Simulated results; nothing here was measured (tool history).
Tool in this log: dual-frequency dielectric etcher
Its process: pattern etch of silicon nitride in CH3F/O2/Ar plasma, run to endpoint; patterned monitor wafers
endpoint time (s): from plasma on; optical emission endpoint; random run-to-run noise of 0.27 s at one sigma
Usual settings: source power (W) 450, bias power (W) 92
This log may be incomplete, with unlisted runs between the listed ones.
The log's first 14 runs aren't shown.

run	hour	source power (W)	bias power (W)	incoming incoming film thickness, nm	endpoint time (s)
15	206.9	520	92	46.32	54.8
16	213.2	450	92	46.11	59.3
# hour 245.2: wet clean of the chamber
# hour 249.7: bias power generator calibrated
17	250.2	500	92	46.65	53.1
18	252.4	400	107	46.54	56.2
19	269.2	450	92	46.53	56.8
20	285.8	370	86	46.95	67.2
21	300.2	450	103	46.52	52.6
22	318.1	380	74	46.42	71.3
23	326.5	400	104	47.18	57.9
# hour 352.9: upper electrode replaced
24	353.4	450	115	46.58	50.5
25	353.7	450	92	46.28	56.5
26	354.1	450	112	46.75	51.3
27	360.2	450	100	46.57	54.1
# hour 369.7: source power generator calibrated
28	370.2	450	92	46.40	56.8
29	388.7	510	75	46.52	59.2
30	399.0	520	92	47.05	52.9
31	414.1	340	83	46.23	72.4
32	429.7	400	114	46.59	54.9
33	445.6	380	74	46.47	72.1
34	459.0	450	92	46.29	57.1
35	475.6	450	92	46.70	57.8
36	484.9	450	92	46.48	57.7

Predict each of these 3 candidate next runs independently; none follows another, all start after run 36:
A	485.3	360	92	46.20	?
B	485.3	490	92	46.20	?
C	485.3	510	80	46.20	?

run	endpoint time (s)
A	66.0
B	54.3
C	57.3
Take away the tool's hidden state, keep each run's random variation, and the runs would have read:
run	endpoint time (s)
A	64.8
B	53.4
C	56.3
